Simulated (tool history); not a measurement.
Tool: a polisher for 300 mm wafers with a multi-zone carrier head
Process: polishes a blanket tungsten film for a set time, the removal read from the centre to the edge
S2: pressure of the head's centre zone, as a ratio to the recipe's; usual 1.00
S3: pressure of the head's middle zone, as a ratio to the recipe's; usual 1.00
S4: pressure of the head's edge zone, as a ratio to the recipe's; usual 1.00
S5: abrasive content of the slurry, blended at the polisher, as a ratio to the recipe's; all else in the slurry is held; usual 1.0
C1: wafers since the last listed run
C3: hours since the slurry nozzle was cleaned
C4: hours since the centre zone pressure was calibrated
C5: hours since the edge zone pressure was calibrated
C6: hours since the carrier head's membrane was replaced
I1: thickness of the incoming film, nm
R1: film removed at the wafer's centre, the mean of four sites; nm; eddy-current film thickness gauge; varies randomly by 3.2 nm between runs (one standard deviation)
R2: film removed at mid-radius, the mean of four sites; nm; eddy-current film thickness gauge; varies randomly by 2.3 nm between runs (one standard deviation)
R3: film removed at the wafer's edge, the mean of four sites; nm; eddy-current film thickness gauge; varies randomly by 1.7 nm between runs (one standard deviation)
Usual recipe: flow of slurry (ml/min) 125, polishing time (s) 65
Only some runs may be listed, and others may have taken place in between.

Run 1, day 0.000: usual settings; C1 0; wafers polished on this pad 803; C3 584.1; C4 487.7; C5 534.2; C6 444.1; I1 1338.8. Result: R1 202.9 nm, R2 202.0 nm, R3 218.4 nm.
At day 0.504: worn pad replaced by a new one.
Run 2, day 0.571: usual settings; C1 101; wafers polished on this pad 17; C3 597.8; C4 501.4; C5 547.9; C6 457.8; I1 1343.8. Result: R1 201.6 nm, R2 202.9 nm, R3 219.0 nm.
Run 3, day 2.083: usual settings; C1 380; wafers polished on this pad 397; C3 634.1; C4 537.7; C5 584.2; C6 494.1; I1 1352.6. Result: R1 195.2 nm, R2 199.3 nm, R3 217.6 nm.
Run 4, day 2.588: usual settings but S3 1.08, S4 0.96; C1 126; wafers polished on this pad 524; C3 646.2; C4 549.8; C5 596.3; C6 506.2; I1 1365.6. Result: R1 195.8 nm, R2 210.9 nm, R3 217.8 nm.
Run 5, day 3.042: usual settings; C1 114; wafers polished on this pad 638; C3 657.1; C4 560.7; C5 607.2; C6 517.1; I1 1347.5. Result: R1 196.7 nm, R2 199.4 nm, R3 218.0 nm.
Run 6, day 3.779: usual settings but S2 1.07; C1 185; wafers polished on this pad 824; C3 674.8; C4 578.4; C5 624.9; C6 534.8; I1 1357.5. Result: R1 213.3 nm, R2 203.4 nm, R3 217.2 nm.
At day 4.025: edge zone pressure recalibrated.
At day 4.096: centre zone pressure recalibrated.
Run 7, day 4.117: usual settings but flow of slurry (ml/min) 95, S4 1.11; C1 46; wafers polished on this pad 870; C3 682.9; C4 0.5; C5 2.2; C6 542.9; I1 1335.4. Result: R1 167.9 nm, R2 174.7 nm, R3 206.1 nm.
At day 4.421: slurry nozzle cleaned.
At day 4.500: worn pad replaced by a new one.
Run 8, day 4.621: usual settings but S4 1.06; C1 97; wafers polished on this pad 30; C3 4.8; C4 12.6; C5 14.3; C6 555.0; I1 1337.6. Result: R1 233.2 nm, R2 235.6 nm, R3 243.3 nm.
Run 9, day 5.121: usual settings but S4 0.96, polishing time (s) 45; C1 125; wafers polished on this pad 156; C3 16.8; C4 24.6; C5 26.3; C6 567.0; I1 1355.7. Result: R1 163.3 nm, R2 163.0 nm, R3 163.5 nm.
At day 5.725: carrier head's membrane replaced by a new one.
Run 10, day 5.746: usual settings but polishing time (s) 87; C1 104; wafers polished on this pad 261; C3 31.8; C4 39.6; C5 41.3; C6 0.5; I1 1354.6. Result: R1 309.6 nm, R2 309.7 nm, R3 321.7 nm.
Run 11, day 6.250: usual settings but S3 1.07; C1 126; wafers polished on this pad 387; C3 43.9; C4 51.7; C5 53.4; C6 12.6; I1 1352.9. Result: R1 233.6 nm, R2 239.9 nm, R3 237.8 nm.
Run 12, day 6.529: usual settings but S5 1.1, polishing time (s) 82; C1 70; wafers polished on this pad 458; C3 50.6; C4 58.4; C5 60.1; C6 19.3; I1 1351.8. Result: R1 296.9 nm, R2 301.4 nm, R3 307.0 nm.
Run 13, day 7.221: usual settings but polishing time (s) 50; C1 174; wafers polished on this pad 632; C3 67.2; C4 75.0; C5 76.7; C6 35.9; I1 1338.8. Result: R1 176.0 nm, R2 177.5 nm, R3 180.3 nm.
Run 14, day 7.579: usual settings; C1 90; wafers polished on this pad 722; C3 75.8; C4 83.6; C5 85.3; C6 44.5; I1 1358.4. Result: R1 230.4 nm, R2 227.6 nm, R3 236.9 nm.
At day 7.933: worn pad replaced by a new one.
Run 15, day 7.954: usual settings; C1 52; wafers polished on this pad 5; C3 84.8; C4 92.6; C5 94.3; C6 53.5; I1 1361.3. Result: R1 225.9 nm, R2 225.5 nm, R3 236.8 nm.
Run 16, day 8.200: usual settings but flow of slurry (ml/min) 80; C1 61; wafers polished on this pad 66; C3 90.7; C4 98.5; C5 100.2; C6 59.4; I1 1337.0. Result: R1 182.6 nm, R2 190.6 nm, R3 209.8 nm.
Run 17, day 8.496: usual settings but S3 1.05, polishing time (s) 52; C1 74; wafers polished on this pad 141; C3 97.8; C4 105.6; C5 107.3; C6 66.5; I1 1364.2. Result: R1 183.4 nm, R2 185.6 nm, R3 188.7 nm.
Run 18, day 8.762: usual settings but flow of slurry (ml/min) 85, S2 0.89; C1 67; wafers polished on this pad 208; C3 104.2; C4 112.0; C5 113.7; C6 72.9; I1 1352.4. Result: R1 169.0 nm, R2 194.7 nm, R3 213.5 nm.

Run 19 comes next. What will it give?
Run 19, day 9.146: usual settings; C1 96; wafers polished on this pad 304; C3 113.4; C4 121.2; C5 122.9; C6 82.1; I1 1338.1. Result: R1 ?, R2 ?, R3 ?.

{"run 19": {"R1": 220.9, "R2": 224.7, "R3": 232.4}}
With the hidden condition absent and the run-to-run variation left alone, this run would have shown R1 238.5 nm, R2 240.2 nm, R3 243.3 nm.
